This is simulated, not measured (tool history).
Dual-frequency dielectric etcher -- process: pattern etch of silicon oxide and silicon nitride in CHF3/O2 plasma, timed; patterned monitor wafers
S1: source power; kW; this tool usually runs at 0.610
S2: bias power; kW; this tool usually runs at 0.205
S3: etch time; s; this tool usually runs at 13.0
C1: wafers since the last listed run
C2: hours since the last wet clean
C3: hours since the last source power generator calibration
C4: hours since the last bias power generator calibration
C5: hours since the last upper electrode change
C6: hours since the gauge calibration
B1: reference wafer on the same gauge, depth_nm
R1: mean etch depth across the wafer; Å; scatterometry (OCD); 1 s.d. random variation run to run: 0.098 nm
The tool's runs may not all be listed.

run,hour,S1,S2,S3,C1,C2,C3,C4,C5,C6,B1,R1
1,0.0,0.610,0.205,13.0,0,331.7,4964.1,3578.7,5214.4,41.3,18.61,203.1
2,11.7,0.610,0.205,13.0,185,343.4,4975.8,3590.4,5226.1,53.0,18.60,200.5
3,29.1,0.610,0.205,14.5,275,360.8,4993.2,3607.8,5243.5,70.4,18.61,225.0
4,42.4,0.610,0.205,14.5,210,374.1,5006.5,3621.1,5256.8,83.7,18.60,224.3
5,59.0,0.610,0.205,14.5,262,390.7,5023.1,3637.7,5273.4,100.3,18.60,225.1
6,75.3,0.610,0.205,13.0,258,407.0,5039.4,3654.0,5289.7,116.6,18.59,201.7
7,83.9,0.610,0.205,13.0,136,415.6,5048.0,3662.6,5298.3,125.2,18.59,202.4
8,136.1,0.610,0.205,13.0,826,467.8,5100.2,3714.8,5350.5,177.4,18.62,201.6
9,148.0,0.610,0.205,15.0,188,479.7,5112.1,3726.7,5362.4,189.3,18.59,234.9
10,154.2,0.610,0.205,15.0,98,485.9,5118.3,3732.9,5368.6,195.5,18.60,232.5
11,171.7,0.610,0.205,15.0,277,503.4,5135.8,3750.4,5386.1,213.0,18.61,232.8
# hour 183.1: bias power generator calibrated
12,184.0,0.610,0.224,13.0,131,515.7,5148.1,0.9,5398.4,225.3,18.60,206.7
# hour 209.6: wet clean of the chamber
13,210.1,0.610,0.205,10.0,33,0.5,5174.2,27.0,5424.5,251.4,18.61,156.0
14,213.0,0.610,0.205,13.0,45,3.4,5177.1,29.9,5427.4,254.3,18.60,201.0
15,229.2,0.610,0.205,13.0,256,19.6,5193.3,46.1,5443.6,270.5,18.61,202.3
# hour 238.5: source power generator calibrated
# hour 259.2: upper electrode replaced
16,271.2,0.490,0.178,15.5,272,61.6,32.7,88.1,12.0,312.5,18.58,216.8
17,277.4,0.720,0.162,11.0,98,67.8,38.9,94.3,18.2,318.7,18.60,169.9
18,286.9,0.610,0.177,13.0,150,77.3,48.4,103.8,27.7,328.2,18.59,192.6
# hour 295.4: gauge calibrated
19,301.4,0.650,0.174,16.5,229,91.8,62.9,118.3,42.2,6.0,18.59,250.6
20,307.6,0.720,0.230,13.0,98,98.0,69.1,124.5,48.4,12.2,18.61,221.4
21,338.2,0.690,0.169,16.5,484,128.6,99.7,155.1,79.0,42.8,18.60,254.0
22,348.2,0.610,0.205,13.0,158,138.6,109.7,165.1,89.0,52.8,18.58,201.0

Run 23 has not been measured yet. What should we expect?
23,356.7,0.480,0.163,16.0,134,147.1,118.2,173.6,97.5,61.3,?,?

B1: 18.61
R1: 216.5 Å
Take away the tool's hidden state, keep the run-to-run variation as it was, and the same run would have given R1 216.5 Å.
